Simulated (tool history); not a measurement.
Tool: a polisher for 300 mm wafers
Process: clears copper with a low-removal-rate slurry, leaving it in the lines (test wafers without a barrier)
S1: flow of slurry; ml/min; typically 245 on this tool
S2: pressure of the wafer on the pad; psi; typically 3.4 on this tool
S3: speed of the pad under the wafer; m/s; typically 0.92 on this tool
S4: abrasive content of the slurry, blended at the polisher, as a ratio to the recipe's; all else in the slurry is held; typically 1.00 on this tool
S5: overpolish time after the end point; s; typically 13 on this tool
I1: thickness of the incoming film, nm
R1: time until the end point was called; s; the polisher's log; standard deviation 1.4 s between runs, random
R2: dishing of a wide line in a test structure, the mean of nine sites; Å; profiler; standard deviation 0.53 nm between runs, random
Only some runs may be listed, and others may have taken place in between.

| run | hour | S1 | S2 | S3 | S4 | S5 | I1 | R1 | R2 |
|---|---|---|---|---|---|---|---|---|---|
| 1 | 0.0 | 245 | 3.4 | 0.92 | 1.00 | 13 | 411.5 | 140.9 | 267 |
| 2 | 23.6 | 245 | 3.4 | 0.92 | 1.00 | 13 | 411.0 | 145.9 | 270 |
| 3 | 42.3 | 245 | 3.4 | 0.92 | 1.00 | 13 | 413.8 | 146.7 | 257 |
| 4 | 68.3 | 245 | 3.4 | 0.92 | 1.00 | 13 | 415.4 | 147.7 | 264 |
| 5 | 92.8 | 245 | 3.4 | 0.92 | 1.00 | 13 | 403.4 | 144.3 | 265 |
| 6 | 109.8 | 245 | 3.4 | 0.92 | 1.00 | 13 | 415.8 | 148.6 | 262 |
|  | 137.9 | slurry blender recalibrated |
| 7 | 140.2 | 245 | 3.4 | 0.92 | 1.00 | 13 | 415.3 | 137.9 | 276 |
|  | 157.9 | head pressure recalibrated |
| 8 | 158.4 | 245 | 3.4 | 0.92 | 1.00 | 13 | 413.0 | 138.1 | 285 |
|  | 167.0 | worn pad replaced by a new one |
| 9 | 188.0 | 245 | 3.4 | 0.92 | 1.00 | 13 | 410.8 | 137.6 | 280 |
| 10 | 206.9 | 195 | 4.1 | 0.92 | 1.15 | 13 | 414.2 | 120.3 | 324 |
| 11 | 242.5 | 320 | 4.1 | 0.92 | 1.10 | 13 | 417.8 | 115.0 | 338 |
| 12 | 272.8 | 245 | 3.4 | 0.92 | 1.00 | 13 | 418.3 | 140.6 | 267 |
| 13 | 301.4 | 195 | 4.1 | 0.92 | 1.15 | 13 | 418.9 | 121.6 | 303 |
| 14 | 336.5 | 245 | 3.4 | 1.06 | 1.00 | 13 | 409.1 | 121.1 | 313 |
|  | 351.7 | worn pad replaced by a new one |
|  | 352.2 | slurry nozzle cleaned |
| 15 | 365.8 | 200 | 3.8 | 0.92 | 1.25 | 20 | 405.2 | 122.6 | 430 |
| 16 | 390.9 | 170 | 4.3 | 1.16 | 1.10 | 13 | 408.6 | 94.8 | 385 |
| 17 | 423.6 | 245 | 3.4 | 0.92 | 1.00 | 13 | 408.6 | 137.8 | 272 |
| 18 | 456.9 | 245 | 3.4 | 1.12 | 1.00 | 13 | 413.6 | 117.4 | 323 |

What if the next run were any one of these 5? Each begins from the tool's condition after run 18:
| A | 457.4 | 245 | 3.4 | 0.92 | 1.00 | 13 | 410.8 | ? | ? |
| B | 457.4 | 270 | 3.9 | 0.92 | 0.70 | 8 | 410.8 | ? | ? |
| C | 457.4 | 220 | 3.4 | 0.92 | 0.85 | 13 | 410.8 | ? | ? |
| D | 457.4 | 245 | 3.4 | 0.70 | 1.20 | 13 | 410.8 | ? | ? |
| E | 457.4 | 165 | 3.4 | 0.92 | 1.15 | 19 | 410.8 | ? | ? |

| run | R1 | R2 |
|---|---|---|
| A | 144.8 | 269 |
| B | 136.5 | 184 |
| C | 150.6 | 260 |
| D | 184.3 | 217 |
| E | 148.5 | 361 |
Take away the tool's hidden state, keep each run's random variation, and the runs would have read:
| run | R1 | R2 |
|---|---|---|
| A | 139.2 | 278 |
| B | 131.5 | 191 |
| C | 144.9 | 268 |
| D | 177.0 | 225 |
| E | 142.7 | 373 |
